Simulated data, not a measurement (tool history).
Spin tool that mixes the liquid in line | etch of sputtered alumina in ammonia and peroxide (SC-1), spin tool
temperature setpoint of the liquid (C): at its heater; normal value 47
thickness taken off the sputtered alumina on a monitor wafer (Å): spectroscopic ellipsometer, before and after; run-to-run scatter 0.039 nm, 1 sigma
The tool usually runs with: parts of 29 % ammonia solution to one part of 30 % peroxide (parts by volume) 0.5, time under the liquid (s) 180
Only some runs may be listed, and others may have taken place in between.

run,day,temperature setpoint of the liquid (C),parts of 29 % ammonia solution to one part of 30 % peroxide (parts by volume),time under the liquid (s),wafers since the last listed run,hours since the thermometer was replaced,hours since the ammonia flow meter was replaced,hours since the heated supply line was repaired,hours since the drum of ammonia solution was connected,hours since the gauge calibration,"read-back film thickness of the sputtered alumina reference wafer, read on the same gauge (nm)",thickness taken off the sputtered alumina on a monitor wafer (Å)
1,0,47,0.5,180,0,1797,1429.2,684.6,32.4,377.4,40.02,93.3
# day 0.171: gauge calibrated
# day 0.317: ammonia flow meter replaced
2,0.458,47,0.5,215,64,1808,3.4,695.6,43.4,6.9,40,111.4
3,1.125,54,0.65,80,102,1824,19.4,711.6,59.4,22.9,40.01,62.4
4,1.512,50.5,0.5,210,59,1833.3,28.7,720.9,68.7,32.2,39.99,131.5
5,1.792,47,0.5,135,43,1840,35.4,727.6,75.4,38.9,40.01,69.7
# day 2.104: thermometer replaced
6,2.467,47,0.5,270,97,8.7,51.6,743.8,91.6,55.1,39.98,139.6
7,3.196,47,0.5,250,112,26.2,69.1,761.3,109.1,72.6,40,128.3
8,3.525,47,0.75,120,50,34.1,77,769.2,117,80.5,40,64.4
9,3.867,51,0.35,235,52,42.3,85.2,777.4,125.2,88.7,39.99,145.6
10,5.158,47,0.5,180,199,73.3,116.2,808.4,156.2,119.7,39.99,93
11,5.883,50.5,0.35,150,111,90.7,133.6,825.8,173.6,137.1,40.01,90.8
# day 6.162: heated supply line repaired
12,6.438,39,0.5,120,79,104,146.9,6.6,186.9,150.4,40.02,40.1
13,6.825,47,0.5,180,59,113.3,156.2,15.9,196.2,159.7,40.03,95.9
14,7.412,51,0.5,285,90,127.4,170.3,30,210.3,173.8,40.03,189.2
15,7.908,42,0.5,180,76,139.3,182.2,41.9,222.2,185.7,40.01,71.8
16,8.554,47,0.75,180,99,154.8,197.7,57.4,237.7,201.2,39.99,98.9
17,9.267,47,0.6,135,109,171.9,214.8,74.5,254.8,218.3,40,72.7
18,9.6,42,0.6,75,51,179.9,222.8,82.5,262.8,226.3,40.02,30.5
19,10.325,52,0.3,290,111,197.3,240.2,99.9,280.2,243.7,40,193.6
# day 12.475: gauge calibrated
20,12.492,47,0.6,135,334,249.3,292.2,151.9,332.2,0.4,39.97,72.8
21,13.046,53,0.35,140,85,262.6,305.5,165.2,345.5,13.7,40.02,99.7
22,13.6,47,0.5,180,85,275.9,318.8,178.5,358.8,27,39.97,95.5
23,14.312,38,0.5,180,109,293,335.9,195.6,375.9,44.1,39.99,56.6
24,15.025,52.5,0.6,280,109,310.1,353,212.7,393,61.2,39.97,202.4

5 options for the next run, each taken on its own from the tool as it stands now. Forecast them:
A,15.046,47,0.5,180,3,310.6,353.5,213.2,393.5,61.7,?,?
B,15.046,38,0.5,265,3,310.6,353.5,213.2,393.5,61.7,?,?
C,15.046,40,0.5,115,3,310.6,353.5,213.2,393.5,61.7,?,?
D,15.046,56,0.5,120,3,310.6,353.5,213.2,393.5,61.7,?,?
E,15.046,47,0.45,180,3,310.6,353.5,213.2,393.5,61.7,?,?

run,"read-back film thickness of the sputtered alumina reference wafer, read on the same gauge (nm)",thickness taken off the sputtered alumina on a monitor wafer (Å)
A,40.04,95.1
B,40.04,83
C,40.04,40.6
D,40.04,103.6
E,40.04,94.1
Without the tool's unlogged condition, the same runs would have read:
run,thickness taken off the sputtered alumina on a monitor wafer (Å)
A,96.7
B,84.5
C,41.3
D,105.2
E,95.7
